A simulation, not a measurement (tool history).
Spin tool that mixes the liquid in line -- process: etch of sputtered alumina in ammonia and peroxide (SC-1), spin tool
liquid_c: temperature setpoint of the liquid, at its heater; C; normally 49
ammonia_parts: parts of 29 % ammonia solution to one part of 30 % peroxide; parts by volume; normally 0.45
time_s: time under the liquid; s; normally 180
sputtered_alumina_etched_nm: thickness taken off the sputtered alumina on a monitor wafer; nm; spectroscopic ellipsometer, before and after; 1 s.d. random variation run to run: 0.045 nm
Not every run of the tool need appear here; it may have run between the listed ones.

run     day  liquid_c  ammonia_parts  time_s  read-back film thickness of the sputtered alumina reference wafer, read on the same gauge (nm)  sputtered_alumina_etched_nm
  1       0        53           0.45     180                                                                                          29.983                         6.28
  2   2.758        49           0.45     280                                                                                          30.019                        7.776
  3   4.588        49           0.45     180                                                                                          30.055                         5.06
  4   5.733        49            0.4     245                                                                                          29.957                        6.752
      6.296  -- ammonia flow meter replaced
      7.308  -- heated supply line repaired
  5   8.446        49           0.45     180                                                                                          29.954                         5.01
  6  10.642        49           0.45     180                                                                                          29.941                        5.016
  7  12.642      39.5           0.65      90                                                                                          30.022                        1.481
     13.962  -- thermometer replaced
     14.688  -- new drum of ammonia solution connected
  8  15.212        56           0.45     105                                                                                          29.979                        4.475
  9  17.962      54.5           0.45     115                                                                                          29.963                        4.531
 10  20.492        49           0.35     250                                                                                          30.017                        7.035
 11  22.079        49           0.45     180                                                                                          30.065                        5.061
 12  23.629        56           0.45     180                                                                                          30.014                        7.435
 13  24.925        49           0.45     180                                                                                          30.019                         5.12
     27.138  -- ammonia flow meter replaced
 14  27.567      41.5           0.65     180                                                                                          29.934                        3.413
 15  30.079        49           0.45     115                                                                                          30.038                        3.204
 16    31.4      41.5           0.45     180                                                                                          29.956                        3.315
 17  33.488      51.5            0.3     100                                                                                          30.016                        3.102
     40.104  -- new drum of ammonia solution connected
 18  40.829      56.5            0.3     180                                                                                          30.002                        7.299
 19  42.979      57.5           0.65     255                                                                                          29.973                       11.564
 20  44.429        49           0.45     180                                                                                          29.987                        4.925
     47.158  -- thermometer replaced
     51.242  -- ammonia flow meter replaced
 21  52.404        57           0.55     105                                                                                          29.999                        4.714
 22  53.438        49           0.45     180                                                                                           30.02                        5.173
 23    56.3        49           0.35     180                                                                                          29.965                        5.072
 24  57.742      56.5           0.65     240                                                                                          30.043                       10.614

Forecast each of these 4 alternatives for the next run:
  A  57.762        49           0.45     180                                                                                               ?                            ?
  B  57.762      57.5           0.45     180                                                                                               ?                            ?
  C  57.762      44.5           0.45     150                                                                                               ?                            ?
  D  57.762      54.5            0.6     125                                                                                               ?                            ?

run  read-back film thickness of the sputtered alumina reference wafer, read on the same gauge (nm)  sputtered_alumina_etched_nm
  A                                                                                          29.987                        5.077
  B                                                                                          29.987                        8.031
  C                                                                                          29.987                        3.282
  D                                                                                          29.987                         4.89
What these runs would have given with no unlogged condition in the tool:
run  sputtered_alumina_etched_nm
  A                        5.185
  B                        8.192
  C                        3.354
  D                         4.99

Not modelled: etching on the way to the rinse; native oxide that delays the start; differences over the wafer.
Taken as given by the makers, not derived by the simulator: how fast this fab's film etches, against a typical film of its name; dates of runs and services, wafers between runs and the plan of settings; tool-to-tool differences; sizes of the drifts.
